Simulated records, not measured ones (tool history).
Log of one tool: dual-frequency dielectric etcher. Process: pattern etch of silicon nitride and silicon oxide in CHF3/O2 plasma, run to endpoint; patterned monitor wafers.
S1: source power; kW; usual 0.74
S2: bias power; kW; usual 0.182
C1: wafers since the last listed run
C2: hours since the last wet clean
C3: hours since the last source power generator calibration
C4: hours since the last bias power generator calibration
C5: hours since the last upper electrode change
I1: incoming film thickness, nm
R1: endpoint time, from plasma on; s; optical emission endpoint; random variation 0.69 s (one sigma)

run   hour    S1     S2   C1     C2      C3      C4      C5     I1     R1
  1      0  0.74  0.182    0  218.8  2208.6  1214.6  2860.8  273.4  159.4
  2   20.4  0.74  0.182  200  239.2    2229    1235  2881.2  276.4  161.1
  3   53.6  0.74  0.182  326  272.4  2262.2  1268.2  2914.4  276.4  160.2
  4   70.7  0.74  0.182  168  289.5  2279.3  1285.3  2931.5  273.1  157.9
  5   95.3  0.74  0.182  242  314.1  2303.9  1309.9  2956.1  276.4  160.4
  6  114.5  0.74  0.182  188  333.3  2323.1  1329.1  2975.3  272.8  157.5
     157.8  -- wet clean of the chamber
  7  158.3   0.7  0.182  194    0.5  2366.9  1372.9  3019.1  273.3    168
  8  158.7   0.7  0.182    3    0.9  2367.3  1373.3  3019.5  275.2  169.9
     163.6  -- source power generator calibrated
       185  -- upper electrode replaced
  9  185.5  0.74   0.16   13   27.7    21.9  1400.1     0.5  273.8  167.3
 10  207.1  0.74   0.16  212   49.3    43.5  1421.7    22.1  273.4  167.7
 11  226.4  0.74  0.182  189   68.6    62.8    1441    41.4  276.6  164.2
       253  -- bias power generator calibrated
 12  253.5  0.68  0.199  227   95.7    89.9     0.5    68.5  274.9  166.9
 13  275.5  0.74  0.202  216  117.7   111.9    22.5    90.5  274.7  156.9
 14  301.7  0.74  0.182  257  143.9   138.1    48.7   116.7  274.5  162.2
 15  315.5  0.85  0.219  135  157.7   151.9    62.5   130.5  272.3  142.8
 16  334.2  0.74  0.195  184  176.4   170.6    81.2   149.2    274  157.5
 17  366.8  0.74  0.182  320    209   203.2   113.8   181.8    276  162.1
 18  399.4  0.82  0.218  320  241.6   235.8   146.4   214.4    274  143.5
 19  417.6  0.81  0.182  179  259.8     254   164.6   232.6  275.2  152.3
 20  452.3  0.74  0.182  341  294.5   288.7   199.3   267.3  273.7  158.1
 21  484.7   0.6    0.2  318  326.9   321.1   231.7   299.7  273.1  174.5
 22  503.1  0.74  0.182  181  345.3   339.5   250.1   318.1  274.2  158.9

Forecast each of these 4 alternatives for the next run:
  A  503.6  0.74  0.159   4  345.8  340  250.6  318.6  274.9   ?
  B  503.6  0.79  0.217   4  345.8  340  250.6  318.6  274.9   ?
  C  503.6  0.69   0.22   4  345.8  340  250.6  318.6  274.9   ?
  D  503.6  0.74  0.211   4  345.8  340  250.6  318.6  274.9   ?

run     R1
  A  163.3
  B    145
  C  155.4
  D  151.3
Without the tool's hidden state the same runs would have given:
run     R1
  A  169.4
  B  150.5
  C  161.2
  D    157
